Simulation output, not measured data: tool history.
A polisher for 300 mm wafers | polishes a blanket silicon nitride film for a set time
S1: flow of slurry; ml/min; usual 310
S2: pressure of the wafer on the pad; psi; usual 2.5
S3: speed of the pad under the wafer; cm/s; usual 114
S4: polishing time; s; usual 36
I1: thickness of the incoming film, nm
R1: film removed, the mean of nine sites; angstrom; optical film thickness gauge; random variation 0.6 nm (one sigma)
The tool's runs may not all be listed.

run	hour	S1	S2	S3	S4	I1	R1
1	0.0	310	2.9	114	36	863.6	598
# hour 35.7: worn pad replaced by a new one
2	105.0	310	2.9	114	36	857.5	589
3	156.8	310	2.9	114	36	868.8	568
# hour 210.4: slurry nozzle cleaned
4	228.1	310	2.5	114	36	866.7	499
# hour 287.6: worn pad replaced by a new one
5	295.8	310	2.5	114	36	849.3	493
6	375.9	310	2.5	114	36	859.9	489
7	493.5	310	2.5	114	41	861.9	548
# hour 532.4: worn pad replaced by a new one
8	538.3	310	2.5	114	36	861.5	473
9	586.7	310	2.5	114	36	876.0	476
10	677.2	310	2.5	114	42	868.5	555
# hour 749.0: slurry nozzle cleaned
# hour 761.2: worn pad replaced by a new one
11	762.7	370	2.9	84	49	859.3	574
12	822.6	310	2.5	114	36	869.8	473
13	914.5	410	2.5	100	36	850.7	429
# hour 965.9: head pressure recalibrated
14	1007.4	310	2.5	114	36	854.3	516
# hour 1013.6: worn pad replaced by a new one
15	1053.0	340	2.8	76	36	848.3	405
16	1124.8	310	2.5	84	49	868.3	530
17	1210.6	390	1.9	114	28	867.8	304
18	1282.7	375	3.0	92	23	855.2	316

Some steps in R1 between neighbouring runs. How much of each would the tool show without its hidden state too (settings, what came in, random variation), and how much is left for the hidden state, with any gauge scatter that isn't in both results?
The hidden state here: removal rate lost through wear of the pad, %; slurry flow missing at the pad, %; deviation of the head's pressure from its setpoint, %.
Run 13 -> 14: S1 410 -> 310, S3 100 -> 114, head pressure recalibrated. R1 +87 angstrom: hidden state +38, all else +49.
Run 16 -> 17: S1 310 -> 390, S2 2.5 -> 1.9, S3 84 -> 114, S4 49 -> 28. R1 -226 angstrom: hidden state +9, all else -235.
